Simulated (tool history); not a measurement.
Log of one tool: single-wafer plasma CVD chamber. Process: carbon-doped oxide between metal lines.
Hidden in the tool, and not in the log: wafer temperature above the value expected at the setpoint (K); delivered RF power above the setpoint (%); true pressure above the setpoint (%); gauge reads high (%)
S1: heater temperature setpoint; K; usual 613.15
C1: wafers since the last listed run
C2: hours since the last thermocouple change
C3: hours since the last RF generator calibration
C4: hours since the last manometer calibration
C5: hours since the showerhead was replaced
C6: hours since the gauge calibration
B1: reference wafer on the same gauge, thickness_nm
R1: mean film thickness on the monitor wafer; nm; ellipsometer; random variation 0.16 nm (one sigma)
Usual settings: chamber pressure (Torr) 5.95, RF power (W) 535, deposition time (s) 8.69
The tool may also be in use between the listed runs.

{"run": 1, "hour": 0.0, "S1": 613.15, "chamber pressure (Torr)": 5.95, "RF power (W)": 535, "deposition time (s)": 8.69, "C1": 0, "C2": 1779.1, "C3": 902.7, "C4": 1373.7, "C5": 2799.7, "C6": 627.2, "B1": 51.702, "R1": 49.317}
{"run": 2, "hour": 28.9, "S1": 613.15, "chamber pressure (Torr)": 5.95, "RF power (W)": 535, "deposition time (s)": 8.69, "C1": 1437, "C2": 1808.0, "C3": 931.6, "C4": 1402.6, "C5": 2828.6, "C6": 656.1, "B1": 51.72, "R1": 49.484}
{"run": 3, "hour": 58.7, "S1": 613.15, "chamber pressure (Torr)": 5.95, "RF power (W)": 535, "deposition time (s)": 8.69, "C1": 1482, "C2": 1837.8, "C3": 961.4, "C4": 1432.4, "C5": 2858.4, "C6": 685.9, "B1": 51.694, "R1": 49.409}
{"run": 4, "hour": 116.1, "S1": 613.15, "chamber pressure (Torr)": 5.95, "RF power (W)": 535, "deposition time (s)": 8.69, "C1": 2855, "C2": 1895.2, "C3": 1018.8, "C4": 1489.8, "C5": 2915.8, "C6": 743.3, "B1": 51.702, "R1": 49.562}
{"run": 5, "hour": 176.2, "S1": 613.15, "chamber pressure (Torr)": 5.95, "RF power (W)": 535, "deposition time (s)": 8.69, "C1": 2990, "C2": 1955.3, "C3": 1078.9, "C4": 1549.9, "C5": 2975.9, "C6": 803.4, "B1": 51.672, "R1": 49.217}
{"run": 6, "hour": 213.1, "S1": 613.15, "chamber pressure (Torr)": 5.95, "RF power (W)": 535, "deposition time (s)": 9.93, "C1": 1835, "C2": 1992.2, "C3": 1115.8, "C4": 1586.8, "C5": 3012.8, "C6": 840.3, "B1": 51.761, "R1": 56.093}
{"run": 7, "hour": 270.9, "S1": 613.15, "chamber pressure (Torr)": 5.95, "RF power (W)": 535, "deposition time (s)": 8.69, "C1": 2875, "C2": 2050.0, "C3": 1173.6, "C4": 1644.6, "C5": 3070.6, "C6": 898.1, "B1": 51.733, "R1": 49.313}
{"run": 8, "hour": 301.9, "S1": 613.15, "chamber pressure (Torr)": 5.95, "RF power (W)": 535, "deposition time (s)": 8.69, "C1": 1542, "C2": 2081.0, "C3": 1204.6, "C4": 1675.6, "C5": 3101.6, "C6": 929.1, "B1": 51.678, "R1": 49.052}
{"run": 9, "hour": 347.8, "S1": 613.15, "chamber pressure (Torr)": 5.95, "RF power (W)": 535, "deposition time (s)": 8.69, "C1": 2283, "C2": 2126.9, "C3": 1250.5, "C4": 1721.5, "C5": 3147.5, "C6": 975.0, "B1": 51.701, "R1": 49.033}
{"run": 10, "hour": 389.9, "S1": 613.15, "chamber pressure (Torr)": 5.95, "RF power (W)": 535, "deposition time (s)": 8.69, "C1": 2094, "C2": 2169.0, "C3": 1292.6, "C4": 1763.6, "C5": 3189.6, "C6": 1017.1, "B1": 51.684, "R1": 49.311}
{"hour": 456.3, "done": "thermocouple changed; heater temperature recalibrated"}
{"run": 11, "hour": 458.7, "S1": 613.15, "chamber pressure (Torr)": 5.95, "RF power (W)": 490, "deposition time (s)": 9.32, "C1": 3025, "C2": 2.4, "C3": 1361.4, "C4": 1832.4, "C5": 3258.4, "C6": 1085.9, "B1": 51.733, "R1": 49.749}
{"hour": 517.8, "done": "showerhead replaced"}
{"run": 12, "hour": 529.2, "S1": 613.15, "chamber pressure (Torr)": 5.95, "RF power (W)": 455, "deposition time (s)": 8.69, "C1": 3109, "C2": 72.9, "C3": 1431.9, "C4": 1902.9, "C5": 11.4, "C6": 1156.4, "B1": 51.724, "R1": 43.614}
{"run": 13, "hour": 563.2, "S1": 613.15, "chamber pressure (Torr)": 5.95, "RF power (W)": 455, "deposition time (s)": 8.69, "C1": 1691, "C2": 106.9, "C3": 1465.9, "C4": 1936.9, "C5": 45.4, "C6": 1190.4, "B1": 51.746, "R1": 43.726}
{"run": 14, "hour": 629.8, "S1": 613.15, "chamber pressure (Torr)": 5.95, "RF power (W)": 455, "deposition time (s)": 8.69, "C1": 3313, "C2": 173.5, "C3": 1532.5, "C4": 2003.5, "C5": 112.0, "C6": 1257.0, "B1": 51.675, "R1": 43.586}
{"hour": 633.7, "done": "gauge calibrated"}
{"run": 15, "hour": 695.3, "S1": 613.15, "chamber pressure (Torr)": 6.54, "RF power (W)": 535, "deposition time (s)": 7.78, "C1": 3258, "C2": 239.0, "C3": 1598.0, "C4": 2069.0, "C5": 177.5, "C6": 61.6, "B1": 51.632, "R1": 44.481}
{"run": 16, "hour": 759.4, "S1": 613.15, "chamber pressure (Torr)": 5.95, "RF power (W)": 535, "deposition time (s)": 7.91, "C1": 3189, "C2": 303.1, "C3": 1662.1, "C4": 2133.1, "C5": 241.6, "C6": 125.7, "B1": 51.699, "R1": 44.523}
{"run": 17, "hour": 790.5, "S1": 613.15, "chamber pressure (Torr)": 5.95, "RF power (W)": 535, "deposition time (s)": 8.69, "C1": 1547, "C2": 334.2, "C3": 1693.2, "C4": 2164.2, "C5": 272.7, "C6": 156.8, "B1": 51.709, "R1": 48.902}
{"run": 18, "hour": 836.4, "S1": 613.15, "chamber pressure (Torr)": 5.95, "RF power (W)": 620, "deposition time (s)": 8.69, "C1": 2283, "C2": 380.1, "C3": 1739.1, "C4": 2210.1, "C5": 318.6, "C6": 202.7, "B1": 51.707, "R1": 54.05}
{"run": 19, "hour": 879.9, "S1": 613.15, "chamber pressure (Torr)": 5.95, "RF power (W)": 595, "deposition time (s)": 7.01, "C1": 2164, "C2": 423.6, "C3": 1782.6, "C4": 2253.6, "C5": 362.1, "C6": 246.2, "B1": 51.704, "R1": 42.688}
{"run": 20, "hour": 918.3, "S1": 602.15, "chamber pressure (Torr)": 6.87, "RF power (W)": 620, "deposition time (s)": 10.06, "C1": 1910, "C2": 462.0, "C3": 1821.0, "C4": 2292.0, "C5": 400.5, "C6": 284.6, "B1": 51.663, "R1": 64.852}
{"hour": 938.6, "done": "RF generator calibrated"}
{"run": 21, "hour": 977.3, "S1": 600.15, "chamber pressure (Torr)": 5.95, "RF power (W)": 535, "deposition time (s)": 8.69, "C1": 2537, "C2": 521.0, "C3": 38.7, "C4": 2351.0, "C5": 459.5, "C6": 343.6, "B1": 51.643, "R1": 53.702}
{"hour": 1006.9, "done": "capacitance manometer re-zeroed and calibrated"}
{"run": 22, "hour": 1019.1, "S1": 613.15, "chamber pressure (Torr)": 5.95, "RF power (W)": 535, "deposition time (s)": 8.69, "C1": 1681, "C2": 562.8, "C3": 80.5, "C4": 12.2, "C5": 501.3, "C6": 385.4, "B1": 51.704, "R1": 51.492}
{"run": 23, "hour": 1058.5, "S1": 613.15, "chamber pressure (Torr)": 5.95, "RF power (W)": 535, "deposition time (s)": 8.69, "C1": 1960, "C2": 602.2, "C3": 119.9, "C4": 51.6, "C5": 540.7, "C6": 424.8, "B1": 51.686, "R1": 51.119}
{"run": 24, "hour": 1126.1, "S1": 613.15, "chamber pressure (Torr)": 5.95, "RF power (W)": 535, "deposition time (s)": 8.69, "C1": 3363, "C2": 669.8, "C3": 187.5, "C4": 119.2, "C5": 608.3, "C6": 492.4, "B1": 51.661, "R1": 50.838}
{"run": 25, "hour": 1152.3, "S1": 613.15, "chamber pressure (Torr)": 7.03, "RF power (W)": 535, "deposition time (s)": 8.69, "C1": 1303, "C2": 696.0, "C3": 213.7, "C4": 145.4, "C5": 634.5, "C6": 518.6, "B1": 51.729, "R1": 51.494}
{"run": 26, "hour": 1207.1, "S1": 613.15, "chamber pressure (Torr)": 4.57, "RF power (W)": 535, "deposition time (s)": 8.1, "C1": 2726, "C2": 750.8, "C3": 268.5, "C4": 200.2, "C5": 689.3, "C6": 573.4, "B1": 51.684, "R1": 46.013}
{"run": 27, "hour": 1254.8, "S1": 601.15, "chamber pressure (Torr)": 5.95, "RF power (W)": 590, "deposition time (s)": 8.69, "C1": 2373, "C2": 798.5, "C3": 316.2, "C4": 247.9, "C5": 737.0, "C6": 621.1, "B1": 51.756, "R1": 55.956}
{"run": 28, "hour": 1281.8, "S1": 613.15, "chamber pressure (Torr)": 5.95, "RF power (W)": 535, "deposition time (s)": 8.69, "C1": 1343, "C2": 825.5, "C3": 343.2, "C4": 274.9, "C5": 764.0, "C6": 648.1, "B1": 51.703, "R1": 50.569}

Forecast each of these 5 alternatives for the next run:
{"run": "A", "hour": 1282.2, "S1": 613.15, "chamber pressure (Torr)": 5.95, "RF power (W)": 535, "deposition time (s)": 8.69, "C1": 19, "C2": 825.9, "C3": 343.6, "C4": 275.3, "C5": 764.4, "C6": 648.5, "B1": "?", "R1": "?"}
{"run": "B", "hour": 1282.2, "S1": 613.15, "chamber pressure (Torr)": 5.26, "RF power (W)": 535, "deposition time (s)": 7.06, "C1": 19, "C2": 825.9, "C3": 343.6, "C4": 275.3, "C5": 764.4, "C6": 648.5, "B1": "?", "R1": "?"}
{"run": "C", "hour": 1282.2, "S1": 619.15, "chamber pressure (Torr)": 4.78, "RF power (W)": 435, "deposition time (s)": 9.83, "C1": 19, "C2": 825.9, "C3": 343.6, "C4": 275.3, "C5": 764.4, "C6": 648.5, "B1": "?", "R1": "?"}
{"run": "D", "hour": 1282.2, "S1": 600.15, "chamber pressure (Torr)": 7.27, "RF power (W)": 630, "deposition time (s)": 7.59, "C1": 19, "C2": 825.9, "C3": 343.6, "C4": 275.3, "C5": 764.4, "C6": 648.5, "B1": "?", "R1": "?"}
{"run": "E", "hour": 1282.2, "S1": 604.15, "chamber pressure (Torr)": 5.95, "RF power (W)": 535, "deposition time (s)": 8.69, "C1": 19, "C2": 825.9, "C3": 343.6, "C4": 275.3, "C5": 764.4, "C6": 648.5, "B1": "?", "R1": "?"}

run=A B1=51.710 R1=50.388
run=B B1=51.710 R1=40.659
run=C B1=51.710 R1=47.371
run=D B1=51.710 R1=51.698
run=E B1=51.710 R1=51.823
Without the tool's hidden state the same runs would have given:
run=A R1=51.732
run=B R1=41.744
run=C R1=48.865
run=D R1=53.039
run=E R1=53.205

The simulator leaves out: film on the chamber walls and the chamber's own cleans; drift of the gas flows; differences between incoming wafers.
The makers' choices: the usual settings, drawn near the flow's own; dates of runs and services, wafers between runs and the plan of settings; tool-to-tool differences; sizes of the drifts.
